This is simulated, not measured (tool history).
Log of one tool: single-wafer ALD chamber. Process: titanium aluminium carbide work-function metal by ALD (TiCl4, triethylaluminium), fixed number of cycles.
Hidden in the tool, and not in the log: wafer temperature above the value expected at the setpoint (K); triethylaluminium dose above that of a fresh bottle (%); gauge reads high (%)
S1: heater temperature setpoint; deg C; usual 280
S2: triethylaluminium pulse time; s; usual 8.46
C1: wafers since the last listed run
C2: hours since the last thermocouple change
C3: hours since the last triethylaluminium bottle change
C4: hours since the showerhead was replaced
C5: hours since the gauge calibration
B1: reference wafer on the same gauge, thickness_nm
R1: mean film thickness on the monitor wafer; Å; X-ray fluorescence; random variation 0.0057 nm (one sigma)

run 1 day=0.000 | S1=288 S2=10.50 | C1=0 C2=1640.0 C3=397.3 C4=1936.7 C5=453.1 | B1=1.540 | R1=18.18
run 2 day=2.271 | S1=274 S2=9.50 | C1=997 C2=1694.5 C3=451.8 C4=1991.2 C5=507.6 | B1=1.540 | R1=16.62
run 3 day=4.558 | S1=274 S2=9.50 | C1=1004 C2=1749.4 C3=506.7 C4=2046.1 C5=562.5 | B1=1.540 | R1=16.57
run 4 day=13.238 | S1=280 S2=8.46 | C1=3811 C2=1957.7 C3=715.0 C4=2254.4 C5=770.8 | B1=1.540 | R1=16.89
run 5 day=16.875 | S1=280 S2=8.46 | C1=1597 C2=2045.0 C3=802.3 C4=2341.7 C5=858.1 | B1=1.540 | R1=16.80
-- day=18.317 triethylaluminium bottle replaced
run 6 day=20.525 | S1=280 S2=8.46 | C1=1456 C2=2132.6 C3=53.0 C4=2429.3 C5=945.7 | B1=1.540 | R1=16.82
run 7 day=31.904 | S1=280 S2=10.45 | C1=4996 C2=2405.7 C3=326.1 C4=2702.4 C5=1218.8 | B1=1.542 | R1=16.95
-- day=32.646 showerhead replaced
run 8 day=33.588 | S1=280 S2=10.45 | C1=592 C2=2446.1 C3=366.5 C4=22.6 C5=1259.2 | B1=1.541 | R1=16.98
-- day=34.088 thermocouple changed; heater temperature recalibrated
run 9 day=37.192 | S1=280 S2=10.45 | C1=1436 C2=74.5 C3=453.0 C4=109.1 C5=1345.7 | B1=1.541 | R1=17.53
run 10 day=41.179 | S1=280 S2=8.46 | C1=1750 C2=170.2 C3=548.7 C4=204.8 C5=1441.4 | B1=1.539 | R1=17.14
run 11 day=43.375 | S1=280 S2=8.46 | C1=964 C2=222.9 C3=601.4 C4=257.5 C5=1494.1 | B1=1.541 | R1=17.05
-- day=44.367 gauge calibrated
run 12 day=45.579 | S1=280 S2=8.46 | C1=967 C2=275.8 C3=654.3 C4=310.4 C5=29.1 | B1=1.539 | R1=17.18
run 13 day=47.700 | S1=280 S2=5.66 | C1=931 C2=326.7 C3=705.2 C4=361.3 C5=80.0 | B1=1.541 | R1=16.29
run 14 day=50.975 | S1=280 S2=7.50 | C1=1438 C2=405.3 C3=783.8 C4=439.9 C5=158.6 | B1=1.541 | R1=16.82
run 15 day=55.467 | S1=280 S2=8.46 | C1=1972 C2=513.1 C3=891.6 C4=547.7 C5=266.4 | B1=1.541 | R1=17.19
run 16 day=57.279 | S1=284 S2=6.33 | C1=795 C2=556.6 C3=935.1 C4=591.2 C5=309.9 | B1=1.542 | R1=16.76
-- day=58.767 triethylaluminium bottle replaced
run 17 day=61.129 | S1=280 S2=5.36 | C1=1544 C2=649.0 C3=56.7 C4=683.6 C5=402.3 | B1=1.541 | R1=16.06
run 18 day=63.258 | S1=280 S2=9.33 | C1=934 C2=700.1 C3=107.8 C4=734.7 C5=453.4 | B1=1.540 | R1=17.25
run 19 day=65.662 | S1=280 S2=11.21 | C1=1055 C2=757.8 C3=165.5 C4=792.4 C5=511.1 | B1=1.538 | R1=17.45
run 20 day=68.908 | S1=270 S2=10.38 | C1=1425 C2=835.7 C3=243.4 C4=870.3 C5=589.0 | B1=1.540 | R1=16.41
run 21 day=70.917 | S1=280 S2=10.05 | C1=881 C2=883.9 C3=291.6 C4=918.5 C5=637.2 | B1=1.541 | R1=17.34
run 22 day=74.608 | S1=280 S2=8.46 | C1=1621 C2=972.5 C3=380.2 C4=1007.1 C5=725.8 | B1=1.541 | R1=17.05
run 23 day=77.312 | S1=272 S2=5.47 | C1=1187 C2=1037.4 C3=445.1 C4=1072.0 C5=790.7 | B1=1.540 | R1=15.43
run 24 day=80.904 | S1=292 S2=6.25 | C1=1577 C2=1123.6 C3=531.3 C4=1158.2 C5=876.9 | B1=1.542 | R1=17.31

Hidden state or all else? Some run-to-run changes of R1, split into what the settings, what came in and random variation would give without the hidden state, and what is left for the hidden state (with any gauge scatter that isn't in both results):
Run 6 -> 7: S2 8.46 -> 10.45. R1 +0.13 Å: hidden state -0.12, all else +0.25.
Run 8 -> 9: thermocouple changed; heater temperature recalibrated. R1 +0.55 Å: hidden state +0.50, all else +0.05.
Run 22 -> 23: S1 280 -> 272, S2 8.46 -> 5.47. R1 -1.62 Å: hidden state -0.01, all else -1.61.
Run 23 -> 24: S1 272 -> 292, S2 5.47 -> 6.25. R1 +1.88 Å: hidden state -0.01, all else +1.89.
